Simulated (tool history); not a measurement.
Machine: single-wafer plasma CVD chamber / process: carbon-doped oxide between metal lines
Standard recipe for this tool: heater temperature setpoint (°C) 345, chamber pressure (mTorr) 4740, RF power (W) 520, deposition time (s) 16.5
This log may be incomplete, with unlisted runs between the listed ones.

run     day  heater temperature setpoint (°C)  chamber pressure (mTorr)  RF power (W)  deposition time (s)  wafers since the last listed run  hours since the last thermocouple change  hours since the last RF generator calibration  hours since the last manometer calibration  hours since the showerhead was replaced  hours since the gauge calibration  read-back reference wafer on the same gauge, thickness_nm  mean film thickness on the monitor wafer (nm)
  1       0                               333                      4740           520                 16.5                                 0                                      1052                                            875                                       308.7                                   4349.1                              430.1                                                     87.154                                         86.873
  2   2.321                               333                      4740           520                 16.5                              1397                                    1107.7                                          930.7                                       364.4                                   4404.8                              485.8                                                     87.432                                          87.18
  3     6.1                               345                      4740           520                 16.5                              2275                                    1198.4                                         1021.4                                       455.1                                   4495.5                              576.5                                                     87.619                                         84.467
  4   8.208                               345                      4740           520                 16.5                              1269                                      1249                                           1072                                       505.7                                   4546.1                              627.1                                                     88.014                                         85.083
  5  12.396                               345                      4740           520                 16.5                              2521                                    1349.5                                         1172.5                                       606.2                                   4646.6                              727.6                                                     88.423                                         84.436
  6   16.35                               345                      4740           520                 15.5                              2380                                    1444.4                                         1267.4                                       701.1                                   4741.5                              822.5                                                      88.85                                         80.865
     19.667  -- gauge calibrated
  7  20.692                               345                      4740           520                 15.5                              2613                                    1548.6                                         1371.6                                       805.3                                   4845.7                               24.6                                                     86.051                                          78.27
  8  22.938                               345                      4740           520                 16.5                              1352                                    1602.5                                         1425.5                                       859.2                                   4899.6                               78.5                                                      86.23                                         83.243
  9  27.104                               345                      4740           520                 16.5                              2508                                    1702.5                                         1525.5                                       959.2                                   4999.6                              178.5                                                     86.036                                         83.737
 10  29.521                               345                      4740           520                 16.5                              1454                                    1760.5                                         1583.5                                      1017.2                                   5057.6                              236.5                                                     86.247                                         82.859
     30.608  -- showerhead replaced
     30.729  -- thermocouple changed; heater temperature recalibrated
 11  32.404                               338                      4740           520                 14.6                              1463                                      40.2                                         1652.7                                      1086.4                                     43.1                              305.7                                                     86.483                                         75.702
 12  34.825                               339                      5470           580                 15.3                              1457                                      98.3                                         1710.8                                      1144.5                                    101.2                              363.8                                                     86.575                                         87.036
 13  37.458                               345                      4740           520                 16.5                              1585                                     161.5                                           1774                                      1207.7                                    164.4                                427                                                     86.608                                         83.856
     38.442  -- capacitance manometer re-zeroed and calibrated
     39.308  -- RF generator calibrated
 14  39.488                               345                      4740           520                 13.4                               820                                     210.2                                            4.3                                        25.1                                    213.1                              475.7                                                     86.973                                         68.636
 15  41.054                               345                      5620           520                 16.5                               943                                     247.8                                           41.9                                        62.7                                    250.7                              513.3                                                     87.044                                         85.736
 16  45.425                               345                      3620           455                 19.8                              2631                                     352.7                                          146.8                                       167.6                                    355.6                              618.2                                                     87.409                                         86.428
 17  48.646                               357                      4400           480                   14                              1939                                       430                                          224.1                                       244.9                                    432.9                              695.5                                                     87.812                                         64.494
 18  52.679                               352                      5800           425                 17.4                              2428                                     526.8                                          320.9                                       341.7                                    529.7                              792.3                                                     88.276                                         75.243
 19  55.538                               345                      4740           520                 16.5                              1720                                     595.4                                          389.5                                       410.3                                    598.3                              860.9                                                     88.654                                          86.42
     59.138  -- gauge calibrated
 20  59.975                               345                      4740           520                 16.5                              2671                                     701.9                                            496                                       516.8                                    704.8                               20.1                                                     86.357                                         83.312

A few steps of mean film thickness on the monitor wafer (nm) between consecutive runs. Split each: what settings, incoming material and random variation would produce without the hidden state, and what is left over for the hidden state, along with gauge scatter present in only one of the two compared results (measured, and without hidden state):
Hidden conditions of the tool in this case: wafer temperature above the value expected at the setpoint (K); delivered RF power above the setpoint (%); true pressure above the setpoint (%); gauge reads high (%).
Run 6 -> 7: gauge calibrated. mean film thickness on the monitor wafer (nm) -2.595: hidden state -2.461, all else -0.134.
Run 14 -> 15: chamber pressure (mTorr) 4740 -> 5620, deposition time (s) 13.4 -> 16.5. mean film thickness on the monitor wafer (nm) +17.1: hidden state +0.277, all else +16.823.
Run 16 -> 17: heater temperature setpoint (°C) 345 -> 357, chamber pressure (mTorr) 3620 -> 4400, RF power (W) 455 -> 480, deposition time (s) 19.8 -> 14. mean film thickness on the monitor wafer (nm) -21.934: hidden state -0.081, all else -21.853.
Run 19 -> 20: gauge calibrated. mean film thickness on the monitor wafer (nm) -3.108: hidden state -2.175, all else -0.933.
